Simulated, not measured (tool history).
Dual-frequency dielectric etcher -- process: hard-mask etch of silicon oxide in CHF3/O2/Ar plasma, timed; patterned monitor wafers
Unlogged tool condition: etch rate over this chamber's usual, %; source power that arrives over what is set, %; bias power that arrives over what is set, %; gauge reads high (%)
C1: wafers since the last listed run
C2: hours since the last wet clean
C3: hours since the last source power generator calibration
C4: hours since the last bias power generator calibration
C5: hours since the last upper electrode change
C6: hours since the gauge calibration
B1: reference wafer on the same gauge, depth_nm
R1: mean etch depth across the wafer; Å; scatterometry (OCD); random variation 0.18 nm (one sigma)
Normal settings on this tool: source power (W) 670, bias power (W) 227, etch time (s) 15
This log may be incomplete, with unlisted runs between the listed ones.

Run 1, hour 0: usual settings; C1 0; C2 255.1; C3 4475; C4 1580.9; C5 3149; C6 990.1; B1 30.56. Result: R1 316.9 Å.
Run 2, hour 18.1: usual settings; C1 279; C2 273.2; C3 4493.1; C4 1599; C5 3167.1; C6 1008.2; B1 30.54. Result: R1 320.4 Å.
At hour 33.9: gauge calibrated.
Run 3, hour 41.6: usual settings but etch time (s) 12.5; C1 363; C2 296.7; C3 4516.6; C4 1622.5; C5 3190.6; C6 7.7; B1 29.04. Result: R1 252.4 Å.
At hour 57.1: bias power generator calibrated.
Run 4, hour 71.9: usual settings but etch time (s) 12.5; C1 406; C2 327; C3 4546.9; C4 14.8; C5 3220.9; C6 38; B1 29.2. Result: R1 252.1 Å.
At hour 76.8: source power generator calibrated.
Run 5, hour 100.2: usual settings; C1 375; C2 355.3; C3 23.4; C4 43.1; C5 3249.2; C6 66.3; B1 29.29. Result: R1 304.7 Å.
Run 6, hour 117.3: usual settings; C1 264; C2 372.4; C3 40.5; C4 60.2; C5 3266.3; C6 83.4; B1 29.36. Result: R1 303.6 Å.
Run 7, hour 140.8: usual settings but bias power (W) 202; C1 363; C2 395.9; C3 64; C4 83.7; C5 3289.8; C6 106.9; B1 29.37. Result: R1 289.8 Å.
Run 8, hour 155.6: usual settings but bias power (W) 202; C1 228; C2 410.7; C3 78.8; C4 98.5; C5 3304.6; C6 121.7; B1 29.43. Result: R1 291.4 Å.
Run 9, hour 178.1: usual settings; C1 347; C2 433.2; C3 101.3; C4 121; C5 3327.1; C6 144.2; B1 29.51. Result: R1 306.3 Å.
Run 10, hour 199.5: usual settings but etch time (s) 19; C1 330; C2 454.6; C3 122.7; C4 142.4; C5 3348.5; C6 165.6; B1 29.48. Result: R1 390.4 Å.
Run 11, hour 213.2: usual settings but bias power (W) 170; C1 211; C2 468.3; C3 136.4; C4 156.1; C5 3362.2; C6 179.3; B1 29.51. Result: R1 265.5 Å.
Run 12, hour 235.5: usual settings but source power (W) 810; C1 344; C2 490.6; C3 158.7; C4 178.4; C5 3384.5; C6 201.6; B1 29.57. Result: R1 334.3 Å.
Run 13, hour 257: usual settings but source power (W) 540, bias power (W) 171, etch time (s) 13.5; C1 332; C2 512.1; C3 180.2; C4 199.9; C5 3406; C6 223.1; B1 29.64. Result: R1 220.2 Å.
Run 14, hour 278.3: usual settings but bias power (W) 183, etch time (s) 13; C1 329; C2 533.4; C3 201.5; C4 221.2; C5 3427.3; C6 244.4; B1 29.7. Result: R1 239 Å.
Run 15, hour 309.1: usual settings but source power (W) 620, bias power (W) 208; C1 476; C2 564.2; C3 232.3; C4 252; C5 3458.1; C6 275.2; B1 29.72. Result: R1 288.7 Å.
Run 16, hour 322: usual settings but source power (W) 510, bias power (W) 198, etch time (s) 18; C1 199; C2 577.1; C3 245.2; C4 264.9; C5 3471; C6 288.1; B1 29.71. Result: R1 309.2 Å.
Run 17, hour 347.4: usual settings but bias power (W) 279; C1 392; C2 602.5; C3 270.6; C4 290.3; C5 3496.4; C6 313.5; B1 29.82. Result: R1 342.2 Å.
At hour 378.5: wet clean of the chamber.
Run 18, hour 379: usual settings but source power (W) 760, bias power (W) 184, etch time (s) 16; C1 117; C2 0.5; C3 302.2; C4 321.9; C5 3528; C6 345.1; B1 29.84. Result: R1 316.4 Å.
Run 19, hour 402.2: usual settings; C1 358; C2 23.7; C3 325.4; C4 345.1; C5 3551.2; C6 368.3; B1 29.87. Result: R1 312.9 Å.
At hour 451: upper electrode replaced.
Run 20, hour 451.5: usual settings; C1 391; C2 73; C3 374.7; C4 394.4; C5 0.5; C6 417.6; B1 29.92. Result: R1 314.7 Å.
Run 21, hour 451.8: usual settings but source power (W) 520, bias power (W) 271; C1 4; C2 73.3; C3 375; C4 394.7; C5 0.8; C6 417.9; B1 29.94. Result: R1 307.8 Å.
Run 22, hour 481.4: usual settings but bias power (W) 276, etch time (s) 13.5; C1 457; C2 102.9; C3 404.6; C4 424.3; C5 30.4; C6 447.5; B1 29.98. Result: R1 305.5 Å.
Run 23, hour 512.2: usual settings but source power (W) 520, bias power (W) 257, etch time (s) 18.5; C1 476; C2 133.7; C3 435.4; C4 455.1; C5 61.2; C6 478.3; B1 29.98. Result: R1 368.7 Å.
Run 24, hour 540.1: usual settings; C1 431; C2 161.6; C3 463.3; C4 483; C5 89.1; C6 506.2; B1 30.05. Result: R1 316.4 Å.
Run 25, hour 563.5: usual settings but source power (W) 540, bias power (W) 197, etch time (s) 13; C1 361; C2 185; C3 486.7; C4 506.4; C5 112.5; C6 529.6; B1 30.02. Result: R1 228.6 Å.
Run 26, hour 576.2: usual settings; C1 196; C2 197.7; C3 499.4; C4 519.1; C5 125.2; C6 542.3; B1 30.03. Result: R1 314.2 Å.
Run 27, hour 603.4: usual settings; C1 420; C2 224.9; C3 526.6; C4 546.3; C5 152.4; C6 569.5; B1 30.06. Result: R1 315.9 Å.
Run 28, hour 622.4: usual settings but bias power (W) 202; C1 293; C2 243.9; C3 545.6; C4 565.3; C5 171.4; C6 588.5; B1 30.04. Result: R1 294.5 Å.
Run 29, hour 651.2: usual settings but source power (W) 780, bias power (W) 184, etch time (s) 11.5; C1 445; C2 272.7; C3 574.4; C4 594.1; C5 200.2; C6 617.3; B1 30.02. Result: R1 234.6 Å.
Run 30, hour 668.9: usual settings but source power (W) 760, bias power (W) 205, etch time (s) 18.5; C1 273; C2 290.4; C3 592.1; C4 611.8; C5 217.9; C6 635; B1 30.04. Result: R1 391 Å.
Run 31, hour 688.3: usual settings; C1 299; C2 309.8; C3 611.5; C4 631.2; C5 237.3; C6 654.4; B1 30.1. Result: R1 314.6 Å.

Each row is a separate what-if for the run after 31, all from the same tool condition, not one after another. Results?
Run A, hour 688.7: usual settings; C1 6; C2 310.2; C3 611.9; C4 631.6; C5 237.7; C6 654.8; B1 ?. Result: R1 ?.
Run B, hour 688.7: usual settings but source power (W) 770, bias power (W) 276; C1 6; C2 310.2; C3 611.9; C4 631.6; C5 237.7; C6 654.8; B1 ?. Result: R1 ?.
Run C, hour 688.7: usual settings but source power (W) 540, bias power (W) 203, etch time (s) 13.5; C1 6; C2 310.2; C3 611.9; C4 631.6; C5 237.7; C6 654.8; B1 ?. Result: R1 ?.

run     B1     R1
  A  30.16  317.6
  B  30.16  369.5
  C  30.16  246.1
What these runs would have given with no unlogged condition in the tool:
run     R1
  A    308
  B  358.3
  C  238.6
